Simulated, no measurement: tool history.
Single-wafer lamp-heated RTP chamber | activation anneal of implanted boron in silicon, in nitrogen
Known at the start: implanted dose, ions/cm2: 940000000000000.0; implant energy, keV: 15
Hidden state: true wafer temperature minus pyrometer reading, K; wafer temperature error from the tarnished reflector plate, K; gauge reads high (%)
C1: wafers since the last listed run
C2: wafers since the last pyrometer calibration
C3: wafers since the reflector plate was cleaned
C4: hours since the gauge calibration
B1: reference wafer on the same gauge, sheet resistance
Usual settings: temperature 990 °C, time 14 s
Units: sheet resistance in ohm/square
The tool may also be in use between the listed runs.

Run 1, hour 0.0: usual settings; C1 0; C2 2251; C3 6966; C4 440.0; B1 177.92. Result: sheet resistance 154.07 ohm/square.
At hour 11.2: gauge calibrated.
At hour 63.2: reflector plate cleaned.
Run 2, hour 68.9: usual settings; C1 1436; C2 3688; C3 135; C4 57.7; B1 177.63. Result: sheet resistance 154.41 ohm/square.
At hour 104.7: pyrometer window cleaned and pyrometer calibrated.
Run 3, hour 130.4: usual settings; C1 1262; C2 606; C3 1397; C4 119.2; B1 177.76. Result: sheet resistance 157.02 ohm/square.
Run 4, hour 156.2: usual settings; C1 608; C2 1214; C3 2006; C4 145.0; B1 178.44. Result: sheet resistance 154.84 ohm/square.
Run 5, hour 225.5: usual settings; C1 1635; C2 2850; C3 3641; C4 214.3; B1 178.22. Result: sheet resistance 153.20 ohm/square.
Run 6, hour 272.1: usual settings; C1 1099; C2 3949; C3 4740; C4 260.9; B1 178.22. Result: sheet resistance 154.17 ohm/square.
At hour 325.8: pyrometer window cleaned and pyrometer calibrated.
Run 7, hour 340.0: usual settings; C1 1413; C2 335; C3 6154; C4 328.8; B1 177.74. Result: sheet resistance 157.65 ohm/square.
Run 8, hour 408.3: usual settings; C1 1611; C2 1946; C3 7765; C4 397.1; B1 178.07. Result: sheet resistance 153.75 ohm/square.
Run 9, hour 436.7: usual settings but temperature 1003 °C, time 18 s; C1 670; C2 2617; C3 8436; C4 425.5; B1 178.04. Result: sheet resistance 149.92 ohm/square.
Run 10, hour 462.8: usual settings but temperature 981 °C; C1 615; C2 3232; C3 9051; C4 451.6; B1 178.12. Result: sheet resistance 160.32 ohm/square.
At hour 493.6: reflector plate cleaned.
At hour 493.8: gauge calibrated.
Run 11, hour 545.2: usual settings but time 9 s; C1 1755; C2 4988; C3 1216; C4 51.4; B1 177.98. Result: sheet resistance 155.73 ohm/square.
At hour 588.3: pyrometer window cleaned and pyrometer calibrated.
Run 12, hour 616.6: usual settings but time 20 s; C1 1495; C2 666; C3 2712; C4 122.8; B1 178.31. Result: sheet resistance 153.74 ohm/square.
Run 13, hour 662.4: usual settings; C1 1080; C2 1747; C3 3793; C4 168.6; B1 178.44. Result: sheet resistance 153.60 ohm/square.
Run 14, hour 704.2: usual settings but temperature 971 °C; C1 986; C2 2733; C3 4779; C4 210.4; B1 178.09. Result: sheet resistance 165.79 ohm/square.
Run 15, hour 758.2: usual settings but temperature 1001 °C; C1 1274; C2 4008; C3 6054; C4 264.4; B1 177.84. Result: sheet resistance 149.68 ohm/square.

Forecast each of these 5 alternatives for the next run:
Run A, hour 758.6: usual settings but time 21 s; C1 9; C2 4017; C3 6063; C4 264.8; B1 ?. Result: sheet resistance ?.
Run B, hour 758.6: usual settings but temperature 975 °C, time 8 s; C1 9; C2 4017; C3 6063; C4 264.8; B1 ?. Result: sheet resistance ?.
Run C, hour 758.6: usual settings but temperature 964 °C, time 12 s; C1 9; C2 4017; C3 6063; C4 264.8; B1 ?. Result: sheet resistance ?.
Run D, hour 758.6: usual settings but temperature 966 °C, time 19 s; C1 9; C2 4017; C3 6063; C4 264.8; B1 ?. Result: sheet resistance ?.
Run E, hour 758.6: usual settings but temperature 968 °C, time 18 s; C1 9; C2 4017; C3 6063; C4 264.8; B1 ?. Result: sheet resistance ?.

run      B1  sheet resistance
  A  177.96            151.72
  B  177.96            167.68
  C  177.96            176.56
  D  177.96            168.86
  E  177.96            167.39
Without the tool's hidden state the same runs would have given:
run  sheet resistance
  A            155.01
  B            175.70
  C            187.14
  D            177.42
  E            175.54
